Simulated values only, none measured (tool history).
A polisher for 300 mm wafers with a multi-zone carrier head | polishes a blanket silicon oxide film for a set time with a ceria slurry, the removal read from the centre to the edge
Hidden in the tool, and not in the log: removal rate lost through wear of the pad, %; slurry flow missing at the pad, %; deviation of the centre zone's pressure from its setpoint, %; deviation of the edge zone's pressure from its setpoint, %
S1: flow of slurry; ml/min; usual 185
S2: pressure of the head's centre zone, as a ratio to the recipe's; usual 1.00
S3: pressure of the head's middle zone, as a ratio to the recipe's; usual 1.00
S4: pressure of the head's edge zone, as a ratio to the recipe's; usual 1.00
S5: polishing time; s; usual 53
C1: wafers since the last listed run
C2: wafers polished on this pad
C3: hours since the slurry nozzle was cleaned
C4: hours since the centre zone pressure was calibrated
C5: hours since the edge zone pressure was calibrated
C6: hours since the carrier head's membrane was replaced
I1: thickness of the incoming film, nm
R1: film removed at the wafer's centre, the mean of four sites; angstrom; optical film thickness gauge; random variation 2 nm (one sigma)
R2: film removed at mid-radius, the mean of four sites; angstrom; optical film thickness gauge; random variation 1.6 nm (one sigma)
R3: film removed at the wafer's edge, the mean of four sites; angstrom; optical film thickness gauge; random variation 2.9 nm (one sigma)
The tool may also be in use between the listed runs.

| run | hour | S1 | S2 | S3 | S4 | S5 | C1 | C2 | C3 | C4 | C5 | C6 | I1 | R1 | R2 | R3 |
|---|---|---|---|---|---|---|---|---|---|---|---|---|---|---|---|---|
| 1 | 0.0 | 185 | 1.00 | 1.00 | 1.00 | 53 | 0 | 835 | 402.4 | 495.0 | 889.8 | 681.9 | 1441.9 | 1942 | 1931 | 1881 |
| 2 | 50.4 | 185 | 1.00 | 1.00 | 1.00 | 53 | 511 | 1346 | 452.8 | 545.4 | 940.2 | 732.3 | 1441.9 | 1947 | 1926 | 1892 |
|  | 77.5 | slurry nozzle cleaned |
| 3 | 97.5 | 165 | 1.00 | 1.00 | 0.94 | 63 | 467 | 1814 | 20.0 | 592.5 | 987.3 | 779.4 | 1440.9 | 2366 | 2376 | 2296 |
| 4 | 128.5 | 185 | 1.00 | 1.00 | 1.00 | 53 | 314 | 2128 | 51.0 | 623.5 | 1018.3 | 810.4 | 1430.7 | 2031 | 2018 | 2021 |
| 5 | 177.1 | 185 | 1.07 | 1.00 | 1.00 | 38 | 493 | 2622 | 99.6 | 672.1 | 1066.9 | 859.0 | 1441.1 | 1537 | 1445 | 1409 |
| 6 | 214.3 | 185 | 1.12 | 1.00 | 1.00 | 53 | 377 | 2999 | 136.8 | 709.3 | 1104.1 | 896.2 | 1424.8 | 2218 | 1984 | 1979 |
|  | 238.6 | carrier head's membrane replaced by a new one |
| 7 | 281.1 | 185 | 0.88 | 1.00 | 1.06 | 53 | 626 | 3626 | 203.6 | 776.1 | 1170.9 | 42.5 | 1450.4 | 1837 | 1974 | 1989 |
| 8 | 313.7 | 185 | 1.00 | 1.00 | 1.00 | 53 | 330 | 3957 | 236.2 | 808.7 | 1203.5 | 75.1 | 1430.5 | 1987 | 1986 | 1951 |
|  | 333.1 | worn pad replaced by a new one |
| 9 | 370.8 | 185 | 1.12 | 0.95 | 1.09 | 36 | 538 | 382 | 293.3 | 865.8 | 1260.6 | 132.2 | 1435.0 | 1464 | 1267 | 1381 |
|  | 425.0 | edge zone pressure recalibrated |
|  | 426.2 | centre zone pressure recalibrated |
| 10 | 442.0 | 145 | 1.00 | 1.00 | 0.94 | 36 | 690 | 1072 | 364.5 | 15.8 | 17.0 | 203.4 | 1434.8 | 1292 | 1268 | 1226 |
| 11 | 489.9 | 165 | 0.89 | 0.90 | 1.00 | 43 | 485 | 1558 | 412.4 | 63.7 | 64.9 | 251.3 | 1440.9 | 1405 | 1386 | 1524 |
| 12 | 540.4 | 240 | 1.00 | 1.00 | 1.00 | 39 | 512 | 2070 | 462.9 | 114.2 | 115.4 | 301.8 | 1433.3 | 1500 | 1480 | 1433 |
|  | 576.7 | slurry nozzle cleaned |
| 13 | 608.6 | 185 | 1.00 | 1.00 | 1.10 | 53 | 681 | 2752 | 31.9 | 182.4 | 183.6 | 370.0 | 1443.8 | 2029 | 2050 | 2097 |
| 14 | 667.6 | 185 | 1.00 | 1.00 | 0.91 | 53 | 598 | 3350 | 90.9 | 241.4 | 242.6 | 429.0 | 1437.0 | 2031 | 1995 | 1876 |
|  | 687.4 | worn pad replaced by a new one |
| 15 | 718.7 | 165 | 0.89 | 0.90 | 1.00 | 43 | 477 | 317 | 142.0 | 292.5 | 293.7 | 480.1 | 1464.6 | 1492 | 1457 | 1568 |
| 16 | 751.4 | 245 | 1.04 | 0.96 | 1.10 | 53 | 331 | 648 | 174.7 | 325.2 | 326.4 | 512.8 | 1436.0 | 2178 | 2001 | 2085 |
| 17 | 796.0 | 185 | 1.00 | 1.00 | 1.09 | 53 | 452 | 1101 | 219.3 | 369.8 | 371.0 | 557.4 | 1423.4 | 1990 | 1995 | 2051 |
| 18 | 857.1 | 250 | 0.94 | 1.00 | 1.04 | 58 | 619 | 1721 | 280.4 | 430.9 | 432.1 | 618.5 | 1450.2 | 2166 | 2250 | 2202 |
| 19 | 885.3 | 185 | 1.00 | 1.00 | 1.00 | 53 | 286 | 2007 | 308.6 | 459.1 | 460.3 | 646.7 | 1410.7 | 1963 | 1960 | 1879 |
| 20 | 943.0 | 185 | 1.00 | 1.00 | 1.00 | 53 | 585 | 2592 | 366.3 | 516.8 | 518.0 | 704.4 | 1470.9 | 1965 | 1935 | 1920 |
| 21 | 975.8 | 185 | 1.00 | 1.00 | 1.00 | 70 | 332 | 2925 | 399.1 | 549.6 | 550.8 | 737.2 | 1431.1 | 2579 | 2561 | 2494 |

5 ways to go on from here, each from the tool as it stands after run 21. What would each give?
| A | 976.2 | 230 | 1.00 | 1.00 | 1.00 | 53 | 4 | 2929 | 399.5 | 550.0 | 551.2 | 737.6 | 1448.0 | ? | ? | ? |
| B | 976.2 | 130 | 0.92 | 1.00 | 1.00 | 53 | 4 | 2929 | 399.5 | 550.0 | 551.2 | 737.6 | 1448.0 | ? | ? | ? |
| C | 976.2 | 185 | 1.00 | 1.00 | 1.03 | 53 | 4 | 2929 | 399.5 | 550.0 | 551.2 | 737.6 | 1448.0 | ? | ? | ? |
| D | 976.2 | 185 | 1.04 | 1.03 | 0.91 | 53 | 4 | 2929 | 399.5 | 550.0 | 551.2 | 737.6 | 1448.0 | ? | ? | ? |
| E | 976.2 | 185 | 1.00 | 1.00 | 1.06 | 53 | 4 | 2929 | 399.5 | 550.0 | 551.2 | 737.6 | 1448.0 | ? | ? | ? |

| run | R1 | R2 | R3 |
|---|---|---|---|
| A | 2038 | 2012 | 1930 |
| B | 1689 | 1805 | 1787 |
| C | 1956 | 1940 | 1907 |
| D | 2017 | 1989 | 1797 |
| E | 1956 | 1940 | 1934 |
Without the tool's hidden state the same runs would have given:
| run | R1 | R2 | R3 |
|---|---|---|---|
| A | 2136 | 2098 | 1990 |
| B | 1825 | 1932 | 1873 |
| C | 2071 | 2041 | 1978 |
| D | 2136 | 2092 | 1864 |
| E | 2071 | 2040 | 2006 |
